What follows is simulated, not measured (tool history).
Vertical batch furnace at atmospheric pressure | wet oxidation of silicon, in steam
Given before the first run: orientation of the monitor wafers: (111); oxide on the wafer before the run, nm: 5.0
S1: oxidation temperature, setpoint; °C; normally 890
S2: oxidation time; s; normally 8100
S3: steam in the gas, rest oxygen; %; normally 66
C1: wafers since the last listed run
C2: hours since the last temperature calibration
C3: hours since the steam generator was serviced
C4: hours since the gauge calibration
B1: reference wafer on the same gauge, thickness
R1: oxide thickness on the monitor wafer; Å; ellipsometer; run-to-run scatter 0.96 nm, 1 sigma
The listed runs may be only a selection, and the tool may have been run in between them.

run,hour,S1,S2,S3,C1,C2,C3,C4,B1,R1
1,0,890,8100,66,0,1139.6,1003,828,294.75,2493.7
2,70.9,890,8100,66,421,1210.5,1073.9,898.9,294.93,2509.4
3,138.8,890,8100,66,403,1278.4,1141.8,966.8,295.06,2487.1
4,213.3,890,8100,58,442,1352.9,1216.3,1041.3,295.07,2251.2
5,273.8,890,8100,66,359,1413.4,1276.8,1101.8,294.94,2491.1
6,327.3,890,8100,57,317,1466.9,1330.3,1155.3,294.6,2210.3
7,400,890,8100,57,431,1539.6,1403,1228,294.67,2218
8,486.8,905,8100,75,515,1626.4,1489.8,1314.8,295.17,3204.7
# hour 546.8: thermocouples replaced and temperature profile calibrated
9,582.8,905,8100,75,427,36,1585.8,1410.8,294.97,3193.6
10,676.2,904,8100,75,554,129.4,1679.2,1504.2,294.89,3158.1
11,779.5,904,8100,75,613,232.7,1782.5,1607.5,295.04,3140.9
12,881.5,890,11130,66,605,334.7,1884.5,1709.5,294.54,3157.7
13,974.5,890,11220,66,552,427.7,1977.5,1802.5,294.93,3155.7
14,1077.8,890,6390,66,613,531,2080.8,1905.8,294.91,2044.4
15,1130.9,890,6390,66,315,584.1,2133.9,1958.9,294.75,2053.1
16,1189.1,890,8100,66,345,642.3,2192.1,2017.1,294.99,2466.2
17,1258.8,890,8100,66,414,712,2261.8,2086.8,295.03,2473.5
18,1296.2,890,8100,66,222,749.4,2299.2,2124.2,295.05,2475.5
19,1398.6,890,8100,76,608,851.8,2401.6,2226.6,294.93,2745.3

Run 20 comes next. What will it give?
20,1470,890,8100,66,424,923.2,2473,2298,?,?

B1: 295.46
R1: 2467.5 Å
Were there no unlogged condition in the tool, this run, its random variation unchanged, would have produced R1 2571.1 Å.

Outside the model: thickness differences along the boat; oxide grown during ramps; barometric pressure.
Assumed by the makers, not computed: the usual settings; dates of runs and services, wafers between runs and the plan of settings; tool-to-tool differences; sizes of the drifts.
